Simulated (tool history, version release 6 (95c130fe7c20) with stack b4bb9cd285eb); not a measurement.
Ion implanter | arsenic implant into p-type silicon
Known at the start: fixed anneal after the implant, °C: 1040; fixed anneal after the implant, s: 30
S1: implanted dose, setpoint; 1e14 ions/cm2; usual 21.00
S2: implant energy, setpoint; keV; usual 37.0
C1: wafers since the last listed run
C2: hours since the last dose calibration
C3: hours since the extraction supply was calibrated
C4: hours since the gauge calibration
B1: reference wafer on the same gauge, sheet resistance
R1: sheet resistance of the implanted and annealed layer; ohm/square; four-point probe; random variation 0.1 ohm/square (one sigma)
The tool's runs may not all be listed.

run	hour	S1	S2	C1	C2	C3	C4	B1	R1
1	0.0	21.00	40.5	0	1169.1	5983.5	286.2	65.50	64.73
2	25.5	21.00	40.5	511	1194.6	6009.0	311.7	65.47	64.72
3	38.5	21.00	40.5	260	1207.6	6022.0	324.7	65.53	64.58
4	55.8	24.65	33.5	347	1224.9	6039.3	342.0	65.51	63.41
5	84.8	24.65	33.5	581	1253.9	6068.3	371.0	65.54	63.23
6	111.4	21.00	37.0	533	1280.5	6094.9	397.6	65.51	66.16
7	138.9	21.00	37.0	551	1308.0	6122.4	425.1	65.51	66.00
8	173.9	21.00	37.0	702	1343.0	6157.4	460.1	65.46	65.98
9	196.7	25.96	37.0	457	1365.8	6180.2	482.9	65.45	60.21
10	218.8	26.83	45.0	443	1387.9	6202.3	505.0	65.47	56.10
11	250.5	24.43	37.0	635	1419.6	6234.0	536.7	65.48	61.52
# hour 252.3: gauge calibrated
# hour 267.3: Faraday cup replaced and dose calibrated
12	307.5	24.65	33.5	982	40.2	6291.0	55.2	65.51	64.10
# hour 333.2: extraction supply calibrated
13	333.7	21.00	37.0	365	66.4	0.5	81.4	65.52	67.15
14	346.8	21.00	31.0	262	79.5	13.6	94.5	65.46	69.99
15	378.9	18.40	44.0	643	111.6	45.7	126.6	65.52	69.04
16	410.5	15.48	50.0	633	143.2	77.3	158.2	65.46	74.44
17	438.8	24.20	27.5	567	171.5	105.6	186.5	65.50	67.89
18	471.3	21.00	37.0	651	204.0	138.1	219.0	65.51	67.20

Forecast run 19:
19	504.5	25.55	28.5	666	237.2	171.3	252.2	?	?

{"run 19": {"B1": 65.54, "R1": 65.92}}
Without the tool's hidden state the same run would have given R1 65.87 ohm/square.

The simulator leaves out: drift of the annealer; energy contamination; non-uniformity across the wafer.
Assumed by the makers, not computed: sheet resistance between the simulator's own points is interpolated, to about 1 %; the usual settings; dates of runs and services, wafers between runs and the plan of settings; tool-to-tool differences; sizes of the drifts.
